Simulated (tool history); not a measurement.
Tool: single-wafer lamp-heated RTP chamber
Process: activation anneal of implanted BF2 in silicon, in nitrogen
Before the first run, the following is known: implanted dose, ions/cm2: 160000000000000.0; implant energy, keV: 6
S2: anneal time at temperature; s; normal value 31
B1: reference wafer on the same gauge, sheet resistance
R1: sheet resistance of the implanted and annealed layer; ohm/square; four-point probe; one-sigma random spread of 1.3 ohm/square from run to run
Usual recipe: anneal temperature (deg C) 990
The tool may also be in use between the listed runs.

Run 1, hour 0: usual settings; B1 707.85. Result: R1 736.26 ohm/square.
Run 2, hour 9.6: usual settings; B1 707.92. Result: R1 739.21 ohm/square.
Run 3, hour 22.8: usual settings; B1 707.64. Result: R1 737.77 ohm/square.
Run 4, hour 36.4: usual settings; B1 708.12. Result: R1 738.2 ohm/square.
Run 5, hour 52.5: usual settings; B1 708.11. Result: R1 737.24 ohm/square.
Run 6, hour 61.1: usual settings but anneal temperature (deg C) 1004; B1 707.93. Result: R1 722.97 ohm/square.
Run 7, hour 78.9: usual settings but anneal temperature (deg C) 1004; B1 707.8. Result: R1 722.98 ohm/square.
Run 8, hour 93.9: usual settings but anneal temperature (deg C) 1004; B1 707.9. Result: R1 720.39 ohm/square.
Run 9, hour 103.7: usual settings but anneal temperature (deg C) 997; B1 708.12. Result: R1 725.73 ohm/square.
Run 10, hour 114.8: usual settings but anneal temperature (deg C) 1008, S2 18 s; B1 707.88. Result: R1 735.52 ohm/square.
At hour 123.4: pyrometer window cleaned and pyrometer calibrated.
Run 11, hour 130: usual settings; B1 708.14. Result: R1 750.44 ohm/square.
At hour 137.7: gauge calibrated.
Run 12, hour 140.7: usual settings but anneal temperature (deg C) 967, S2 21 s; B1 707.86. Result: R1 786.13 ohm/square.
Run 13, hour 156.7: usual settings but anneal temperature (deg C) 975, S2 47 s; B1 707.93. Result: R1 751.38 ohm/square.
Run 14, hour 172.2: usual settings but S2 17 s; B1 708.1. Result: R1 768.52 ohm/square.
Run 15, hour 183.9: usual settings but anneal temperature (deg C) 973; B1 707.84. Result: R1 763.38 ohm/square.
At hour 194.1: reflector plate cleaned.
Run 16, hour 200.6: usual settings; B1 707.91. Result: R1 749.81 ohm/square.
Run 17, hour 209.9: usual settings but anneal temperature (deg C) 1015, S2 49 s; B1 708. Result: R1 701.16 ohm/square.
Run 18, hour 224.9: usual settings but anneal temperature (deg C) 963; B1 708.22. Result: R1 777.12 ohm/square.
Run 19, hour 236.1: usual settings but anneal temperature (deg C) 982, S2 13 s; B1 708.12. Result: R1 781.5 ohm/square.
Run 20, hour 245.7: usual settings; B1 708.15. Result: R1 747.71 ohm/square.

Predict the results of run 21:
Run 21, hour 259.8: usual settings but S2 36 s; B1 ?. Result: R1 ?.

Run 21 gave B1 707.87, R1 741.1 ohm/square.
Without the tool's hidden state the same run would have given R1 745.12 ohm/square.
